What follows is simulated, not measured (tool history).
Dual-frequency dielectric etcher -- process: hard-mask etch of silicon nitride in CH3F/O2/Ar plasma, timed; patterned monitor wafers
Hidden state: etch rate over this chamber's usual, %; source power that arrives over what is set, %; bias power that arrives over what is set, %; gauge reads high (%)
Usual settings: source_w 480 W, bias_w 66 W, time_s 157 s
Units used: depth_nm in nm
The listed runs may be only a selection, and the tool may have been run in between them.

run	hour	source_w	bias_w	time_s	wafers since the last listed run	hours since the last wet clean	hours since the last source power generator calibration	hours since the last bias power generator calibration	hours since the last upper electrode change	hours since the gauge calibration	read-back reference wafer on the same gauge, depth_nm	depth_nm
1	0	480	66	157	0	48.8	3645.9	3910.4	4283.2	229.4	101.9	116.5
2	24.8	480	66	157	182	73.6	3670.7	3935.2	4308	254.2	102.2	117.5
3	50.5	480	66	157	188	99.3	3696.4	3960.9	4333.7	279.9	102	116.6
4	70.6	480	66	157	147	119.4	3716.5	3981	4353.8	300	102	114.9
5	90.3	480	66	157	144	139.1	3736.2	4000.7	4373.5	319.7	101.9	115.2
# hour 137.9: upper electrode replaced, of another model than before
6	138.4	480	66	157	177	187.2	3784.3	4048.8	0.5	367.8	102	115.2
7	146.6	480	66	192.5	60	195.4	3792.5	4057	8.7	376	101.9	142.3
8	181.1	480	66	157	253	229.9	3827	4091.5	43.2	410.5	101.9	113.9
9	202.1	480	66	157	154	250.9	3848	4112.5	64.2	431.5	102.2	114.4
10	228.4	480	66	173	193	277.2	3874.3	4138.8	90.5	457.8	102.1	125.6
11	263.6	510	66	193.5	258	312.4	3909.5	4174	125.7	493	101.9	144.6
12	283.1	560	75	157	143	331.9	3929	4193.5	145.2	512.5	102	125.5
13	332.1	570	52	116	360	380.9	3978	4242.5	194.2	561.5	101.8	88.5
14	367.2	560	77	157	257	416	4013.1	4277.6	229.3	596.6	102.1	123.8
# hour 372.2: bias power generator calibrated
# hour 399.3: wet clean of the chamber
15	401.4	520	53	157	45	2.1	4047.3	29.2	263.5	630.8	102.1	119.3
# hour 421.2: source power generator calibrated
16	436.4	480	66	157	227	37.1	15.2	64.2	298.5	665.8	102.1	116.5
17	462.7	480	50	176	193	63.4	41.5	90.5	324.8	692.1	101.9	124.6
# hour 464.9: gauge calibrated
18	484.5	590	58	157	160	85.2	63.3	112.3	346.6	19.6	102	127.4
19	512.5	480	66	157	205	113.2	91.3	140.3	374.6	47.6	102.2	116.2
20	543.4	570	57	112	227	144.1	122.2	171.2	405.5	78.5	102.1	88.7
21	566.1	380	66	118.5	166	166.8	144.9	193.9	428.2	101.2	102	74.7
22	585.2	480	66	157	140	185.9	164	213	447.3	120.3	102.1	115.3
23	601.1	540	66	157	116	201.8	179.9	228.9	463.2	136.2	102	121.1
24	632.3	540	66	157	229	233	211.1	260.1	494.4	167.4	102	122.2
25	725.8	480	58	170	687	326.5	304.6	353.6	587.9	260.9	101.9	119.3
26	761.7	480	79	157	263	362.4	340.5	389.5	623.8	296.8	102.2	115.3
27	792.8	480	81	157	228	393.5	371.6	420.6	654.9	327.9	101.9	115.2
28	820	410	59	182.5	199	420.7	398.8	447.8	682.1	355.1	102	116
29	840.3	480	81	157	149	441	419.1	468.1	702.4	375.4	101.8	114.5
30	853	480	66	157	93	453.7	431.8	480.8	715.1	388.1	102	110.4

Pick out some run-to-run changes in depth_nm. Of each, how much would a tool without hidden state show as well, from the settings, what came in and chance, and how much is left for the hidden state and any gauge scatter not in both results compared?
Run 12 -> 13: source_w 560 -> 570, bias_w 75 -> 52, time_s 157 -> 116. depth_nm -37 nm: hidden state +0.7, all else -37.7.
Run 13 -> 14: source_w 570 -> 560, bias_w 52 -> 77, time_s 116 -> 157. depth_nm +35.3 nm: hidden state -2.1, all else +37.4.
Run 14 -> 15: source_w 560 -> 520, bias_w 77 -> 53, bias power generator calibrated, wet clean of the chamber. depth_nm -4.5 nm: hidden state +6.2, all else -10.7.
Run 21 -> 22: source_w 380 -> 480, time_s 118.5 -> 157. depth_nm +40.6 nm: hidden state -1, all else +41.6.
Run 24 -> 25: source_w 540 -> 480, bias_w 66 -> 58, time_s 157 -> 170. depth_nm -2.9 nm: hidden state -1.4, all else -1.5.
